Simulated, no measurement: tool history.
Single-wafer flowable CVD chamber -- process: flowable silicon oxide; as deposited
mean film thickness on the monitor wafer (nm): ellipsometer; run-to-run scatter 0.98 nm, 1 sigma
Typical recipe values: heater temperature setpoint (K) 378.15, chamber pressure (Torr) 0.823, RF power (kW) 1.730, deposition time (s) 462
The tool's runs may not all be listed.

run   hour  heater temperature setpoint (K)  chamber pressure (Torr)  RF power (kW)  deposition time (s)  wafers since the last listed run  hours since the last thermocouple change  hours since the last RF generator calibration  hours since the last manometer calibration  hours since the showerhead was replaced  hours since the gauge calibration  read-back reference wafer on the same gauge, thickness_nm  mean film thickness on the monitor wafer (nm)
  1    0.0                           378.15                    0.823          1.730                  462                                 0                                     985.9                                         2301.7                                      2566.6                                   2182.6                              845.9                                                    260.684                                        239.863
      39.9  -- capacitance manometer re-zeroed and calibrated
  2   40.4                           378.15                    0.823          1.730                  462                                91                                    1026.3                                         2342.1                                         0.5                                   2223.0                              886.3                                                    260.468                                        242.157
  3   58.6                           378.15                    0.823          1.730                  462                                51                                    1044.5                                         2360.3                                        18.7                                   2241.2                              904.5                                                    260.743                                        242.320
  4   89.5                           390.15                    0.823          1.730                  462                                86                                    1075.4                                         2391.2                                        49.6                                   2272.1                              935.4                                                    260.870                                        170.063
  5  124.1                           382.15                    0.823          1.930                  421                                97                                    1110.0                                         2425.8                                        84.2                                   2306.7                              970.0                                                    261.237                                        203.712
  6  150.0                           378.15                    0.823          1.730                  462                                72                                    1135.9                                         2451.7                                       110.1                                   2332.6                              995.9                                                    261.266                                        243.334
  7  163.6                           378.15                    0.823          1.730                  462                                38                                    1149.5                                         2465.3                                       123.7                                   2346.2                             1009.5                                                    260.978                                        241.925
     203.7  -- thermocouple changed; heater temperature recalibrated
  8  204.2                           382.15                    1.027          1.730                  462                                91                                       0.5                                         2505.9                                       164.3                                   2386.8                             1050.1                                                    261.257                                        254.011
     264.4  -- gauge calibrated
  9  291.6                           374.15                    0.626          1.920                  493                               245                                      87.9                                         2593.3                                       251.7                                   2474.2                               27.2                                                    261.219                                        238.396
     315.8  -- showerhead replaced, of another model than before
 10  316.3                           373.15                    0.711          1.975                  417                                46                                     112.6                                         2618.0                                       276.4                                      0.5                               51.9                                                    260.721                                        245.155
 11  342.1                           378.15                    0.956          1.730                  429                                72                                     138.4                                         2643.8                                       302.2                                     26.3                               77.7                                                    260.719                                        245.776
 12  359.1                           387.15                    0.647          2.015                  430                                47                                     155.4                                         2660.8                                       319.2                                     43.3                               94.7                                                    260.913                                        161.062
     372.9  -- RF generator calibrated
 13  393.9                           371.15                    0.731          1.730                  399                                75                                     190.2                                           21.0                                       354.0                                     78.1                              129.5                                                    261.090                                        237.461
 14  429.1                           363.15                    0.924          2.025                  431                                98                                     225.4                                           56.2                                       389.2                                    113.3                              164.7                                                    260.759                                        412.682
 15  455.4                           378.15                    0.976          1.985                  462                                73                                     251.7                                           82.5                                       415.5                                    139.6                              191.0                                                    261.354                                        289.202
 16  478.0                           378.15                    0.652          1.730                  385                                63                                     274.3                                          105.1                                       438.1                                    162.2                              213.6                                                    261.720                                        174.382
 17  493.0                           378.15                    0.823          1.900                  462                                42                                     289.3                                          120.1                                       453.1                                    177.2                              228.6                                                    261.012                                        256.150
 18  515.2                           378.15                    0.823          1.730                  462                                62                                     311.5                                          142.3                                       475.3                                    199.4                              250.8                                                    261.207                                        241.436
 19  550.1                           378.15                    0.823          1.730                  462                                98                                     346.4                                          177.2                                       510.2                                    234.3                              285.7                                                    261.106                                        241.468
 20  567.6                           378.15                    0.719          2.010                  425                                49                                     363.9                                          194.7                                       527.7                                    251.8                              303.2                                                    261.451                                        221.175
 21  586.9                           364.15                    0.756          1.475                  462                                54                                     383.2                                          214.0                                       547.0                                    271.1                              322.5                                                    260.944                                        275.589
 22  610.1                           378.15                    0.664          1.730                  462                                65                                     406.4                                          237.2                                       570.2                                    294.3                              345.7                                                    261.455                                        212.610
 23  630.5                           372.15                    0.823          1.975                  462                                57                                     426.8                                          257.6                                       590.6                                    314.7                              366.1                                                    261.433                                        313.438

Predict the results of run 24:
 24  652.3                           378.15                    0.823          1.515                  509                                61                                     448.6                                          279.4                                       612.4                                    336.5                              387.9                                                          ?                                              ?

{"run 24": {"read-back reference wafer on the same gauge, thickness_nm": 261.007, "mean film thickness on the monitor wafer (nm)": 223.267}}
With the hidden condition absent and the run-to-run variation left alone, this run would have shown mean film thickness on the monitor wafer (nm) 218.081.
